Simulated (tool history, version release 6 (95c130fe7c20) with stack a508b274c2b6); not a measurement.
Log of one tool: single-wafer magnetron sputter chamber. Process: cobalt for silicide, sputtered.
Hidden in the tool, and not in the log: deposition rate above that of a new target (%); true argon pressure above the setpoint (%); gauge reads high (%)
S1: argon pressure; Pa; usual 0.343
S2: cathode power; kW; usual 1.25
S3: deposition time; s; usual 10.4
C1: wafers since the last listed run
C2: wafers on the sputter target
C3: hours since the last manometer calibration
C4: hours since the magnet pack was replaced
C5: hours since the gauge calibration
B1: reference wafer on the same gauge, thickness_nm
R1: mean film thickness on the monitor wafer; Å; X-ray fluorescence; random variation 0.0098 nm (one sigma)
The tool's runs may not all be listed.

Run 1, hour 0: usual settings but S1 0.259 Pa; C1 0; C2 4348; C3 1097.9; C4 8701.2; C5 199.8; B1 5.582. Result: R1 65.51 Å.
At hour 2.1: sputter target and shields replaced.
Run 2, hour 28.8: usual settings; C1 792; C2 792; C3 1126.7; C4 8730; C5 228.6; B1 5.579. Result: R1 65.02 Å.
Run 3, hour 42.9: usual settings but S1 0.38 Pa; C1 418; C2 1210; C3 1140.8; C4 8744.1; C5 242.7; B1 5.578. Result: R1 64.11 Å.
Run 4, hour 74.7: usual settings; C1 944; C2 2155; C3 1172.6; C4 8775.9; C5 274.5; B1 5.58. Result: R1 64.5 Å.
At hour 152.5: sputter target and shields replaced.
At hour 174.2: magnet pack replaced.
Run 5, hour 174.7: usual settings; C1 2494; C2 420; C3 1272.6; C4 0.5; C5 374.5; B1 5.581. Result: R1 64.89 Å.
Run 6, hour 194.8: usual settings; C1 596; C2 1017; C3 1292.7; C4 20.6; C5 394.6; B1 5.579. Result: R1 64.73 Å.
Run 7, hour 220.6: usual settings but S1 0.407 Pa; C1 766; C2 1783; C3 1318.5; C4 46.4; C5 420.4; B1 5.58. Result: R1 63.47 Å.
At hour 282.8: sputter target and shields replaced.
Run 8, hour 283.3: usual settings; C1 1624; C2 14; C3 1381.2; C4 109.1; C5 483.1; B1 5.582. Result: R1 65.62 Å.
At hour 299: capacitance manometer re-zeroed and calibrated.
Run 9, hour 299.5: usual settings; C1 243; C2 258; C3 0.5; C4 125.3; C5 499.3; B1 5.579. Result: R1 65.18 Å.
Run 10, hour 317.6: usual settings but S1 0.266 Pa, S2 1.1 kW, S3 12.2 s; C1 537; C2 795; C3 18.6; C4 143.4; C5 517.4; B1 5.582. Result: R1 68.23 Å.
Run 11, hour 333: usual settings; C1 457; C2 1253; C3 34; C4 158.8; C5 532.8; B1 5.58. Result: R1 64.71 Å.
At hour 350.9: gauge calibrated.
Run 12, hour 356.2: usual settings but S3 9.2 s; C1 688; C2 1942; C3 57.2; C4 182; C5 5.3; B1 5.58. Result: R1 57.11 Å.
Run 13, hour 368.9: usual settings but S1 0.447 Pa; C1 377; C2 2319; C3 69.9; C4 194.7; C5 18; B1 5.581. Result: R1 63 Å.
Run 14, hour 386.8: usual settings but S1 0.41 Pa; C1 531; C2 2851; C3 87.8; C4 212.6; C5 35.9; B1 5.581. Result: R1 63.37 Å.
At hour 412.2: sputter target and shields replaced.
Run 15, hour 414.4: usual settings; C1 582; C2 65; C3 115.4; C4 240.2; C5 63.5; B1 5.581. Result: R1 65.51 Å.
Run 16, hour 463.1: usual settings but S3 11.8 s; C1 1446; C2 1511; C3 164.1; C4 288.9; C5 112.2; B1 5.583. Result: R1 73.38 Å.
Run 17, hour 478.7: usual settings but S2 1.5 kW, S3 8.3 s; C1 463; C2 1974; C3 179.7; C4 304.5; C5 127.8; B1 5.579. Result: R1 61.75 Å.
Run 18, hour 536.7: usual settings but S3 12 s; C1 1722; C2 3697; C3 237.7; C4 362.5; C5 185.8; B1 5.58. Result: R1 73.88 Å.

Measured less the same run without the tool's hidden state. The same run-to-run variation is in both; the gauge's scatter may not be:
run     R1
  1  -1.37
  2  -0.64
  3  -0.82
  4   -1.1
  5   -0.6
  6  -0.88
  7  -1.08
  8  -0.03
  9  -0.41
 10  -0.74
 11  -0.88
 12  -0.93
 13  -1.09
 14  -1.16
 15  -0.13
 16  -1.07
 17  -1.02
 18  -1.47

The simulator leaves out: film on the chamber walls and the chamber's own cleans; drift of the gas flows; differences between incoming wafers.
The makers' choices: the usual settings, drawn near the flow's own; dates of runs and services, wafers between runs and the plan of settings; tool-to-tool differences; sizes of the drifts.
